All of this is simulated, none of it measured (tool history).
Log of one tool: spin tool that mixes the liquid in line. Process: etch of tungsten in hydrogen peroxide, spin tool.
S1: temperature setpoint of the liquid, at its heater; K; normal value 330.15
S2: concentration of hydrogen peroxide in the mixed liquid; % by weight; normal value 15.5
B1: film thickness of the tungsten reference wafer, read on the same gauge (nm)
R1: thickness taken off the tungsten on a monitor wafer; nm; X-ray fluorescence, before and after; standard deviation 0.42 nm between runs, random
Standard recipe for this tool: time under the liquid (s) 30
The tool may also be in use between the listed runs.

Run 1, hour 0: usual settings; B1 60.02. Result: R1 53.69 nm.
At hour 9.8: heated supply line repaired.
Run 2, hour 67.8: usual settings; B1 60.01. Result: R1 54.52 nm.
Run 3, hour 124.9: usual settings; B1 60. Result: R1 55.53 nm.
Run 4, hour 158.2: usual settings; B1 60.03. Result: R1 54.55 nm.
At hour 175.4: new drum of peroxide connected.
Run 5, hour 207.3: usual settings but time under the liquid (s) 15; B1 60.01. Result: R1 27.51 nm.
Run 6, hour 275.2: usual settings; B1 59.98. Result: R1 54.48 nm.
Run 7, hour 323.7: usual settings; B1 60.01. Result: R1 55.38 nm.
Run 8, hour 367.3: usual settings but S2 12.5 % by weight; B1 60.01. Result: R1 50.54 nm.
Run 9, hour 412.6: usual settings but S1 337.15 K, S2 12 % by weight; B1 60.01. Result: R1 73.49 nm.
At hour 443.7: gauge calibrated.
Run 10, hour 469.6: usual settings but S1 320.15 K; B1 59.98. Result: R1 30.81 nm.
Run 11, hour 520.8: usual settings but S1 323.65 K, time under the liquid (s) 25; B1 59.99. Result: R1 31.99 nm.
Run 12, hour 564.5: usual settings; B1 59.97. Result: R1 56.19 nm.
At hour 575.5: peroxide flow meter replaced.
Run 13, hour 606.2: usual settings but S1 322.15 K, S2 14 % by weight, time under the liquid (s) 15; B1 59.99. Result: R1 15.72 nm.
Run 14, hour 641.4: usual settings but time under the liquid (s) 50; B1 59.97. Result: R1 88.88 nm.
At hour 687.7: thermometer replaced.
Run 15, hour 710.9: usual settings but S1 325.65 K, S2 14 % by weight, time under the liquid (s) 15; B1 60. Result: R1 19.68 nm.
Run 16, hour 764.8: usual settings but S1 337.65 K, time under the liquid (s) 40; B1 60.03. Result: R1 111.43 nm.
Run 17, hour 814.3: usual settings; B1 59.98. Result: R1 54.81 nm.
Run 18, hour 883.7: usual settings; B1 60. Result: R1 55.8 nm.
Run 19, hour 937.1: usual settings but S2 17 % by weight; B1 59.98. Result: R1 58.87 nm.
Run 20, hour 987.2: usual settings but S2 18.5 % by weight; B1 59.98. Result: R1 61.14 nm.
Run 21, hour 1033.8: usual settings but S1 321.15 K; B1 60. Result: R1 32.5 nm.
Run 22, hour 1079.9: usual settings but time under the liquid (s) 25; B1 60. Result: R1 46.05 nm.
Run 23, hour 1119.2: usual settings but S1 333.65 K, S2 20 % by weight, time under the liquid (s) 45; B1 60.01. Result: R1 117.71 nm.
Run 24, hour 1145.8: usual settings but S1 337.65 K; B1 60.04. Result: R1 85.93 nm.
Run 25, hour 1217.6: usual settings; B1 60.02. Result: R1 55.46 nm.

Consider 5 possible next runs. They are alternatives, not a sequence: every one starts from the tool as it was left by run 25. What does each give?
Run A, hour 1218: usual settings but S2 19 % by weight; B1 ?. Result: R1 ?.
Run B, hour 1218: usual settings but time under the liquid (s) 20; B1 ?. Result: R1 ?.
Run C, hour 1218: usual settings but S1 327.65 K; B1 ?. Result: R1 ?.
Run D, hour 1218: usual settings but S1 333.65 K, S2 14 % by weight, time under the liquid (s) 40; B1 ?. Result: R1 ?.
Run E, hour 1218: usual settings but S1 337.15 K, time under the liquid (s) 50; B1 ?. Result: R1 ?.

run  B1      R1
  A  60    62.5
  B  60   37.63
  C  60   48.71
  D  60   87.62
  E  60  140.55
Without the tool's hidden state the same runs would have given:
run      R1
  A   59.42
  B   35.78
  C   46.31
  D    83.3
  E  133.62
